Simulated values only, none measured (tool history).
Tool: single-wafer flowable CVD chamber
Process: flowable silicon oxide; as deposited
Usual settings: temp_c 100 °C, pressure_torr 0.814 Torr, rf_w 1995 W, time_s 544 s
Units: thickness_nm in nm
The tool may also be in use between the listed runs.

run   hour  temp_c  pressure_torr  rf_w  time_s  read-back reference wafer on the same gauge, thickness_nm  thickness_nm
  1      0     100          0.953  1995     544                                                        404       373.891
  2   56.5      89          0.814  1995     488                                                    404.158       394.698
  3   99.7      89          0.814  1995     488                                                    404.078       395.745
  4  198.1     100          0.814  1995     544                                                    404.237       318.538
  5  271.5     100          0.814  1995     544                                                    404.138       315.523
  6  295.6     100          0.814  1995     544                                                    404.038       317.119
  7  326.1     100          0.814  1995     544                                                    403.794       317.103
     341.3  -- showerhead replaced
     360.9  -- RF generator calibrated
  8  377.2      94          0.814  2345     457                                                    404.014       324.169
     385.7  -- thermocouple changed; heater temperature recalibrated
  9  420.9      91          0.814  2240     544                                                    404.051       447.475
     459.6  -- capacitance manometer re-zeroed and calibrated
 10  474.4      88          0.666  2155     513                                                    403.954       374.245
 11  544.1      95          0.814  1995     544                                                    403.907       389.229

The next listed run, before its measurement:
     572.4  -- gauge calibrated
 12  593.5     100          0.814  1995     544                                                          ?             ?

{"run 12": {"read-back reference wafer on the same gauge, thickness_nm": 403.911, "thickness_nm": 336.533}}
Without the tool's hidden state the same run would have given thickness_nm 343.297 nm.

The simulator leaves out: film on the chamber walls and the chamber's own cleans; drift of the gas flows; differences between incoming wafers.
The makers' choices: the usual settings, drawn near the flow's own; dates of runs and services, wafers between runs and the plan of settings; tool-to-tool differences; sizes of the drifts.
